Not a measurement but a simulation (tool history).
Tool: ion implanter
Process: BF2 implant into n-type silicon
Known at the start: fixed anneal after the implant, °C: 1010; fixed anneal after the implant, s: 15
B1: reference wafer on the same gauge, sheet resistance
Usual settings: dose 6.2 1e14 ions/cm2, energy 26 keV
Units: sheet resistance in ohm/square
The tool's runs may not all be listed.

Run 1, hour 0: usual settings; B1 269. Result: sheet resistance 236.47 ohm/square.
Run 2, hour 36.9: usual settings; B1 268.99. Result: sheet resistance 236.21 ohm/square.
Run 3, hour 139.8: usual settings; B1 269.01. Result: sheet resistance 238.02 ohm/square.
At hour 158.2: Faraday cup replaced and dose calibrated.
Run 4, hour 200.2: usual settings but energy 20.5 keV; B1 269.02. Result: sheet resistance 249.91 ohm/square.
Run 5, hour 283.3: usual settings but dose 7.38 1e14 ions/cm2, energy 31.5 keV; B1 269.04. Result: sheet resistance 199.66 ohm/square.
Run 6, hour 327.8: usual settings but dose 7.38 1e14 ions/cm2, energy 31.5 keV; B1 268.8. Result: sheet resistance 200.18 ohm/square.
Run 7, hour 594.4: usual settings but dose 7.38 1e14 ions/cm2, energy 31.5 keV; B1 269.16. Result: sheet resistance 201.76 ohm/square.
Run 8, hour 649.8: usual settings but energy 28 keV; B1 269.28. Result: sheet resistance 233.19 ohm/square.
At hour 691.9: Faraday cup replaced and dose calibrated.
At hour 702.1: gauge calibrated.
Run 9, hour 733.4: usual settings but dose 7.48 1e14 ions/cm2; B1 269.09. Result: sheet resistance 211.12 ohm/square.
At hour 905.4: extraction supply calibrated.
Run 10, hour 1006.5: usual settings but energy 19 keV; B1 269.06. Result: sheet resistance 256.22 ohm/square.
Run 11, hour 1086.2: usual settings; B1 268.88. Result: sheet resistance 234.52 ohm/square.
Run 12, hour 1177: usual settings but dose 7.36 1e14 ions/cm2, energy 29.5 keV; B1 268.95. Result: sheet resistance 203.97 ohm/square.
At hour 1214.3: Faraday cup replaced and dose calibrated.
Run 13, hour 1276.9: usual settings; B1 269.01. Result: sheet resistance 232.25 ohm/square.
Run 14, hour 1383.2: usual settings but dose 8.01 1e14 ions/cm2, energy 33 keV; B1 268.92. Result: sheet resistance 186.17 ohm/square.
Run 15, hour 1424.8: usual settings but energy 31.5 keV; B1 268.84. Result: sheet resistance 222.73 ohm/square.
Run 16, hour 1530.8: usual settings but dose 6.7 1e14 ions/cm2, energy 21.5 keV; B1 268.74. Result: sheet resistance 236.42 ohm/square.
Run 17, hour 1624.8: usual settings; B1 268.73. Result: sheet resistance 235.07 ohm/square.
Run 18, hour 1661.1: usual settings but energy 35 keV; B1 268.96. Result: sheet resistance 219.95 ohm/square.
At hour 1713.8: Faraday cup replaced and dose calibrated.
Run 19, hour 1742.8: usual settings but dose 7.36 1e14 ions/cm2, energy 18 keV; B1 269.04. Result: sheet resistance 238.25 ohm/square.

Some steps in sheet resistance between neighbouring runs. How much of each would the tool show without its hidden state too (settings, what came in, random variation), and how much is left for the hidden state, with any gauge scatter that isn't in both results?
The hidden state here: deviation of the true dose from the Faraday cup's reading, %; deviation of the true energy from its setpoint, %; gauge reads high (%).
Run 3 -> 4: energy 26 -> 20.5, Faraday cup replaced and dose calibrated. sheet resistance +11.89 ohm/square: hidden state -3.2, all else +15.09.
Run 4 -> 5: dose 6.2 -> 7.38, energy 20.5 -> 31.5. sheet resistance -50.25 ohm/square: hidden state +0.1, all else -50.35.
